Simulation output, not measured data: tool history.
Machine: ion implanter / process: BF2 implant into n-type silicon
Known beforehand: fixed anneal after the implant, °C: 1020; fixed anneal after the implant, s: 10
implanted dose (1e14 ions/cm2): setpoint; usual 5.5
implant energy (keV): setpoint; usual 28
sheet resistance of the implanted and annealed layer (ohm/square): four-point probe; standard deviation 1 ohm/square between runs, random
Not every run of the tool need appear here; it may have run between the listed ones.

run,day,implanted dose (1e14 ions/cm2),implant energy (keV),wafers since the last listed run,hours since the last dose calibration,hours since the extraction supply was calibrated,hours since the gauge calibration,"read-back reference wafer on the same gauge, sheet resistance",sheet resistance of the implanted and annealed layer (ohm/square)
1,0,5.5,28,0,292.7,4705.3,611.9,234.89,212.12
2,2.733,5.5,28,645,358.3,4770.9,677.5,235.24,212.35
3,5.008,4.24,28,537,412.9,4825.5,732.1,234.66,260.45
4,11.871,4.24,28,1621,577.6,4990.2,896.8,235.28,253.45
5,13.638,5.5,28,417,620,5032.6,939.2,234.86,208.38
6,16.392,5.1,28,650,686.1,5098.7,1005.3,235.06,216.74
7,17.608,5.1,28,287,715.3,5127.9,1034.5,234.82,216.03
# day 18.15: Faraday cup replaced and dose calibrated
8,25.038,5.5,28,1676,165.3,5306.2,1212.8,235.03,213.14
9,27.7,4.95,23.5,629,229.2,5370.1,1276.7,235.13,238.88
10,29.862,4.95,23.5,511,281.1,5422,1328.6,235.02,237.26
11,31.892,5.5,28,479,329.8,5470.7,1377.3,234.81,210.6
12,33.492,5.5,28,378,368.2,5509.1,1415.7,234.8,210.39
# day 35.488: gauge calibrated
13,36.254,5.5,28,652,434.5,5575.4,18.4,235.32,211.19
14,38.233,5.5,28,467,482,5622.9,65.9,234.67,207.2
15,40.45,5.5,33.5,523,535.2,5676.1,119.1,235.5,198.7
# day 42.683: Faraday cup replaced and dose calibrated
16,42.783,7.03,23,472,2.4,5732.1,175.1,234.93,193.8
17,43.825,5.02,35,246,27.4,5757.1,200.1,235.18,219.87
# day 45.262: extraction supply calibrated
18,46.638,5.5,28,585,94.9,33,267.6,235.16,212.73
19,49.525,5.5,28,682,164.2,102.3,336.9,234.96,212.55
20,51.825,6.84,34.5,543,219.4,157.5,392.1,235.03,173.96
21,54.054,4.06,25,526,272.9,211,445.6,235.26,274.45
22,56.533,6.41,28,585,332.4,270.5,505.1,234.61,190.07
23,58.725,5.5,34.5,517,385,323.1,557.7,235.18,203.69
24,62.058,5.5,28,787,465,403.1,637.7,234.47,212.01
25,63.2,6.47,25.5,269,492.4,430.5,665.1,234.85,194.79
26,65.804,6.55,20,615,554.9,493,727.6,234.86,204.64
27,68.396,5.5,28,612,617.1,555.2,789.8,234.65,208.63
28,70.871,4.68,22.5,584,676.5,614.6,849.2,235.2,243.84
# day 71.767: Faraday cup replaced and dose calibrated
29,72.471,5.5,28,299,16.9,653,887.6,234.88,213.56
30,73.854,5.5,28,326,50.1,686.2,920.8,234.75,212.34
31,76.758,5.03,22.5,686,119.8,755.9,990.5,235.18,238.01

List, for all runs, the conditions of the tool that the log does not record:
deviation of the true energy from its setpoint, %: 0 at every run
gauge reads high (%): 0 at every run
H1: deviation of the true dose from the Faraday cup's reading, %
run,H1
1,0.459
2,0.94
3,1.42
4,3.26
5,3.83
6,4.8
7,5.26
8,0.469
9,0.753
10,1.05
11,1.39
12,1.69
13,2.29
14,2.78
15,3.39
16,-0.111
17,-0.103
18,-0.00982
19,0.193
20,0.431
21,0.729
22,1.13
23,1.56
24,2.33
25,2.62
26,3.36
27,4.18
28,5.05
29,0.38
30,0.405
31,0.539
